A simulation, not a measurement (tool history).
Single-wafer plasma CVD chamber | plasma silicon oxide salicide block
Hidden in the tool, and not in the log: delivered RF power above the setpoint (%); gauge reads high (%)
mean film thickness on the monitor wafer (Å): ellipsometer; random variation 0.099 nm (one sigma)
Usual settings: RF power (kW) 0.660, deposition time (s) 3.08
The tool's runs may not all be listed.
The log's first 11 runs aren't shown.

run,hour,RF power (kW),deposition time (s),wafers since the last listed run,hours since the last RF generator calibration,hours since the showerhead was replaced,hours since the gauge calibration,"read-back reference wafer on the same gauge, thickness_nm",mean film thickness on the monitor wafer (Å)
12,112.8,0.660,3.08,342,655.5,4742.5,144.1,31.332,312.18
13,129.9,0.660,3.08,440,672.6,4759.6,161.2,31.294,311.63
14,147.6,0.555,3.08,455,690.3,4777.3,178.9,31.318,295.49
15,156.7,0.555,3.08,234,699.4,4786.4,188.0,31.288,296.14
16,169.2,0.660,3.08,321,711.9,4798.9,200.5,31.321,311.12
17,181.6,0.620,3.08,319,724.3,4811.3,212.9,31.261,306.14
18,189.9,0.620,3.08,213,732.6,4819.6,221.2,31.299,305.50
19,199.6,0.620,3.08,249,742.3,4829.3,230.9,31.323,305.49
20,209.5,0.660,3.08,255,752.2,4839.2,240.8,31.282,309.96
21,219.5,0.660,3.08,257,762.2,4849.2,250.8,31.308,311.69
22,236.1,0.615,3.08,427,778.8,4865.8,267.4,31.304,305.04
# hour 246.3: showerhead replaced
23,252.3,0.755,3.46,211,795.0,6.0,283.6,31.272,363.15
24,261.8,0.615,3.25,244,804.5,15.5,293.1,31.317,321.14
25,279.4,0.660,3.08,453,822.1,33.1,310.7,31.260,310.66
26,294.3,0.660,3.08,383,837.0,48.0,325.6,31.298,310.65

Run 27 comes next. What will it give?
27,304.3,0.660,2.83,257,847.0,58.0,335.6,?,?

read-back reference wafer on the same gauge, thickness_nm: 31.339
mean film thickness on the monitor wafer (Å): 284.52
Without the tool's hidden state the same run would have given mean film thickness on the monitor wafer (Å) 291.43.
